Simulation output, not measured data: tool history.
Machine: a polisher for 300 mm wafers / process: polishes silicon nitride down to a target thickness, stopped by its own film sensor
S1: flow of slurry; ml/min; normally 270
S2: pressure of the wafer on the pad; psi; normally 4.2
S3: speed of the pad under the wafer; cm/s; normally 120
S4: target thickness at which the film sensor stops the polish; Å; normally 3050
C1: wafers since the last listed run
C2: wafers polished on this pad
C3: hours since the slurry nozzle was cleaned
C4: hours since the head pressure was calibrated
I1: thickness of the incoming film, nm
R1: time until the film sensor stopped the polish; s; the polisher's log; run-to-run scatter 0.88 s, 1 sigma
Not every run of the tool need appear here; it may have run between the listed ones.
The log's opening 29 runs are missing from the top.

run,hour,S1,S2,S3,S4,C1,C2,C3,C4,I1,R1
30,1357.1,270,3.8,152,3050,189,1264,413.2,591.7,478.2,79.2
31,1423.2,270,4.2,120,3050,498,1763,479.3,657.8,474.0,89.8
32,1491.8,225,5.2,120,3050,517,2280,547.9,726.4,470.9,75.0
# hour 1514.2: slurry nozzle cleaned
# hour 1530.1: head pressure recalibrated
33,1548.9,270,4.8,106,3050,407,2688,34.7,18.8,477.5,84.5
34,1601.1,205,3.5,160,3270,393,3081,86.9,71.0,465.9,65.3
# hour 1663.3: worn pad replaced by a new one
35,1711.8,205,4.2,120,3050,804,365,197.6,181.7,467.8,87.1
36,1755.2,220,4.6,156,2490,327,692,241.0,225.1,472.4,84.7
37,1804.2,235,2.9,134,3380,369,1062,290.0,274.1,468.6,85.7
# hour 1992.8: slurry nozzle cleaned
38,2004.0,270,4.2,120,3050,1498,2560,11.2,473.9,469.4,81.4

Here are 3 independent what-if runs from the current tool condition. What would each one return?
A,2004.4,270,4.2,120,3050,3,2563,11.6,474.3,473.8,?
B,2004.4,270,5.5,120,3050,3,2563,11.6,474.3,473.8,?
C,2004.4,270,4.2,92,3050,3,2563,11.6,474.3,473.8,?

run,R1
A,84.4
B,65.5
C,110.2
With no hidden state in the tool, these same runs would have given:
run,R1
A,84.1
B,65.2
C,109.8

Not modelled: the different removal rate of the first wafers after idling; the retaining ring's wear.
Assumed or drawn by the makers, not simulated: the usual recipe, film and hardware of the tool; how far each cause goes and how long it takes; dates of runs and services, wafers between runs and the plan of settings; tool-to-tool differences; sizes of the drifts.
